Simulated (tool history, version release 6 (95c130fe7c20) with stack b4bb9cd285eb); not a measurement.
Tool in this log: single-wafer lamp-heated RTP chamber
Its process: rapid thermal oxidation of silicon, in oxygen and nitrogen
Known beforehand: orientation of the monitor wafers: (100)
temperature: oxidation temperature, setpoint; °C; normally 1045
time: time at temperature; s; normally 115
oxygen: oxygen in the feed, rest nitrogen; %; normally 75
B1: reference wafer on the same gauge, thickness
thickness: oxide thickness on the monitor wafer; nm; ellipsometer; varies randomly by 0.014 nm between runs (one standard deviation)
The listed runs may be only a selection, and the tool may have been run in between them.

run 1 hour=0 | temperature=1045 time=115 oxygen=81 | B1=7.545 | thickness=9.846
run 2 hour=98 | temperature=1045 time=139 oxygen=87 | B1=7.549 | thickness=11.029
run 3 hour=140.6 | temperature=1045 time=115 oxygen=75 | B1=7.547 | thickness=9.611
run 4 hour=228.4 | temperature=1045 time=115 oxygen=75 | B1=7.551 | thickness=9.639
-- hour=289.6 pyrometer window cleaned and pyrometer calibrated
run 5 hour=290.1 | temperature=1045 time=115 oxygen=75 | B1=7.553 | thickness=9.465
run 6 hour=392.2 | temperature=1068 time=77 oxygen=75 | B1=7.553 | thickness=9.239
run 7 hour=496 | temperature=1068 time=77 oxygen=75 | B1=7.55 | thickness=9.273
run 8 hour=543.2 | temperature=1056 time=115 oxygen=75 | B1=7.55 | thickness=10.273
run 9 hour=616.9 | temperature=1056 time=115 oxygen=75 | B1=7.547 | thickness=10.316
run 10 hour=680.4 | temperature=1056 time=115 oxygen=75 | B1=7.547 | thickness=10.305
run 11 hour=722.4 | temperature=1045 time=115 oxygen=75 | B1=7.553 | thickness=9.569
run 12 hour=808.3 | temperature=1045 time=115 oxygen=75 | B1=7.551 | thickness=9.597
run 13 hour=915.8 | temperature=1045 time=115 oxygen=75 | B1=7.551 | thickness=9.628
run 14 hour=990.6 | temperature=1045 time=115 oxygen=75 | B1=7.546 | thickness=9.612
run 15 hour=1082.4 | temperature=1045 time=115 oxygen=75 | B1=7.548 | thickness=9.649
run 16 hour=1126.7 | temperature=1045 time=115 oxygen=75 | B1=7.55 | thickness=9.652
-- hour=1217.4 pyrometer window cleaned and pyrometer calibrated
run 17 hour=1230 | temperature=1075 time=85 oxygen=85 | B1=7.55 | thickness=10.559
run 18 hour=1299.3 | temperature=1045 time=135 oxygen=75 | B1=7.548 | thickness=10.248
run 19 hour=1336.9 | temperature=1045 time=115 oxygen=91 | B1=7.552 | thickness=10.144
run 20 hour=1414 | temperature=1036 time=85 oxygen=60 | B1=7.551 | thickness=7.203
run 21 hour=1510 | temperature=1045 time=72 oxygen=75 | B1=7.549 | thickness=7.718
run 22 hour=1575.5 | temperature=1032 time=152 oxygen=94 | B1=7.556 | thickness=10.722
run 23 hour=1647 | temperature=1019 time=138 oxygen=92 | B1=7.549 | thickness=9.272
run 24 hour=1737.4 | temperature=1032 time=85 oxygen=86 | B1=7.551 | thickness=7.973
-- hour=1799 oxygen flow controller replaced
run 25 hour=1826.7 | temperature=1045 time=115 oxygen=75 | B1=7.55 | thickness=9.531
run 26 hour=1887.9 | temperature=1023 time=115 oxygen=61 | B1=7.548 | thickness=7.594
run 27 hour=1940.3 | temperature=1045 time=76 oxygen=75 | B1=7.552 | thickness=7.931
run 28 hour=1983.6 | temperature=1053 time=115 oxygen=85 | B1=7.551 | thickness=10.569
-- hour=2018.9 pyrometer window cleaned and pyrometer calibrated
run 29 hour=2053.3 | temperature=1031 time=115 oxygen=95 | B1=7.55 | thickness=9.326
run 30 hour=2124.8 | temperature=1061 time=115 oxygen=75 | B1=7.545 | thickness=10.557
-- hour=2137.5 gauge calibrated
run 31 hour=2212.8 | temperature=1021 time=115 oxygen=64 | B1=7.55 | thickness=7.564
run 32 hour=2295 | temperature=1045 time=115 oxygen=81 | B1=7.549 | thickness=9.759
run 33 hour=2378 | temperature=1026 time=96 oxygen=75 | B1=7.55 | thickness=7.664
run 34 hour=2588.9 | temperature=1072 time=74 oxygen=94 | B1=7.548 | thickness=10.186
run 35 hour=2636.4 | temperature=1045 time=115 oxygen=75 | B1=7.549 | thickness=9.584
-- hour=2784 pyrometer window cleaned and pyrometer calibrated
run 36 hour=2818 | temperature=1068 time=63 oxygen=49 | B1=7.551 | thickness=7.261
run 37 hour=2867.1 | temperature=1045 time=115 oxygen=75 | B1=7.552 | thickness=9.461
run 38 hour=2931.6 | temperature=1016 time=94 oxygen=89 | B1=7.547 | thickness=7.458

3 ways to go on from here, each from the tool as it stands after run 38. What would each give?
run A hour=2932 | temperature=1045 time=168 oxygen=75 | B1=? | thickness=?
run B hour=2932 | temperature=1028 time=88 oxygen=75 | B1=? | thickness=?
run C hour=2932 | temperature=1056 time=115 oxygen=48 | B1=? | thickness=?

run=A B1=7.553 thickness=11.338
run=B B1=7.553 thickness=7.464
run=C B1=7.553 thickness=8.771
Without the tool's hidden state the same runs would have given:
run=A thickness=11.238
run=B thickness=7.399
run=C thickness=8.649
